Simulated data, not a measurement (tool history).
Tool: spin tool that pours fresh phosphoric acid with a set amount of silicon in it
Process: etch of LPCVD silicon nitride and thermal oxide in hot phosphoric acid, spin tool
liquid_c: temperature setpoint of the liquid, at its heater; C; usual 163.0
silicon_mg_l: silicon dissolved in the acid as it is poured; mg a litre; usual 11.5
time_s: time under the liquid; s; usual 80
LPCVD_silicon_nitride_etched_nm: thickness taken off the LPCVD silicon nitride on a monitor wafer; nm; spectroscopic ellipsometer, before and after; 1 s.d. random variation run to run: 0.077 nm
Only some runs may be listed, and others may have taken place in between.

run     day  liquid_c  silicon_mg_l  time_s  wafers since the last listed run  hours since the thermometer was replaced  hours since the dissolved silicon flow meter was replaced  hours since the heated supply line was repaired  hours since the gauge calibration  read-back film thickness of the LPCVD silicon nitride reference wafer, read on the same gauge (nm)  LPCVD_silicon_nitride_etched_nm
  1   0.000     163.0          11.5      80                                 0                                     508.6                                                     1363.7                                           1272.1                              424.0                                                                                              139.97                             8.22
  2   1.650     163.0          11.5      80                               511                                     548.2                                                     1403.3                                           1311.7                              463.6                                                                                              140.02                             8.17
  3   3.896     163.0          14.5      60                               696                                     602.1                                                     1457.2                                           1365.6                              517.5                                                                                              139.98                             6.05
      4.542  -- dissolved silicon flow meter replaced
      4.604  -- heated supply line repaired
  4   8.133     163.0          11.5     100                              1288                                     703.8                                                       86.2                                             84.7                              619.2                                                                                              140.03                            10.96
  5  12.504     160.5          14.0     125                              1355                                     808.7                                                      191.1                                            189.6                              724.1                                                                                              139.95                            12.64
  6  14.571     163.0          17.5      80                               641                                     858.3                                                      240.7                                            239.2                              773.7                                                                                              140.00                             8.69
  7  18.496     162.0          15.0      95                              1217                                     952.5                                                      334.9                                            333.4                              867.9                                                                                              139.96                             9.98
  8  21.662     163.0           3.5      65                               982                                    1028.5                                                      410.9                                            409.4                              943.9                                                                                              140.05                             7.09
  9  25.446     163.0          11.5      35                              1173                                    1119.3                                                      501.7                                            500.2                             1034.7                                                                                              139.98                             3.72
 10  27.129     163.0           8.5      55                               522                                    1159.7                                                      542.1                                            540.6                             1075.1                                                                                              139.96                             5.89
 11  30.262     163.0          11.5     105                               972                                    1234.9                                                      617.3                                            615.8                             1150.3                                                                                              140.04                            11.16
 12  42.954     163.0          11.5      60                              3937                                    1539.5                                                      921.9                                            920.4                             1454.9                                                                                              140.02                             6.28
 13  47.192     163.0          11.5      80                              1314                                    1641.2                                                     1023.6                                           1022.1                             1556.6                                                                                              140.00                             8.25
     49.671  -- thermometer replaced
 14  51.350     163.0          11.5      80                              1277                                      40.3                                                     1123.4                                           1121.9                             1656.4                                                                                              139.99                             8.19
     53.921  -- dissolved silicon flow meter replaced
 15  54.321     163.0          14.0      80                               908                                     111.6                                                        9.6                                           1193.2                             1727.7                                                                                              140.00                             8.36
 16  56.712     160.5           2.5     110                               741                                     169.0                                                       67.0                                           1250.6                             1785.1                                                                                              139.97                            10.29
 17  58.671     164.5          19.5     100                               607                                     216.0                                                      114.0                                           1297.6                             1832.1                                                                                              139.97                            10.67
     59.354  -- heated supply line repaired
 18  60.312     161.0          16.5      80                               496                                     255.4                                                      153.4                                             23.0                             1871.5                                                                                              140.01                             8.42
 19  66.283     163.0          11.5     100                              1852                                     398.7                                                      296.7                                            166.3                             2014.8                                                                                              139.98                            11.18
 20  69.504     163.0          11.5     125                               999                                     476.0                                                      374.0                                            243.6                             2092.1                                                                                              139.95                            13.74
 21  71.717     163.0          11.5      80                               686                                     529.1                                                      427.1                                            296.7                             2145.2                                                                                              140.01                             8.68
     75.825  -- gauge calibrated
 22  76.054     163.0          11.5      60                              1345                                     633.2                                                      531.2                                            400.8                                5.5                                                                                              140.01                             6.55

Consider 4 possible next runs. They are alternatives, not a sequence: every one starts from the tool as it was left by run 22. What does each give?
  A  76.071     163.0          18.0      80                                 5                                     633.6                                                      531.6                                            401.2                                5.9                                                                                                   ?                                ?
  B  76.071     163.0          16.0      80                                 5                                     633.6                                                      531.6                                            401.2                                5.9                                                                                                   ?                                ?
  C  76.071     164.0          11.5      80                                 5                                     633.6                                                      531.6                                            401.2                                5.9                                                                                                   ?                                ?
  D  76.071     162.0          14.0      80                                 5                                     633.6                                                      531.6                                            401.2                                5.9                                                                                                   ?                                ?

run  read-back film thickness of the LPCVD silicon nitride reference wafer, read on the same gauge (nm)  LPCVD_silicon_nitride_etched_nm
  A                                                                                              139.99                             8.86
  B                                                                                              139.99                             8.86
  C                                                                                              139.99                             9.16
  D                                                                                              139.99                             8.57
Stripped of hidden state, with their random variation kept, the same runs would have yielded:
run  LPCVD_silicon_nitride_etched_nm
  A                             9.13
  B                             9.13
  C                             9.43
  D                             8.83

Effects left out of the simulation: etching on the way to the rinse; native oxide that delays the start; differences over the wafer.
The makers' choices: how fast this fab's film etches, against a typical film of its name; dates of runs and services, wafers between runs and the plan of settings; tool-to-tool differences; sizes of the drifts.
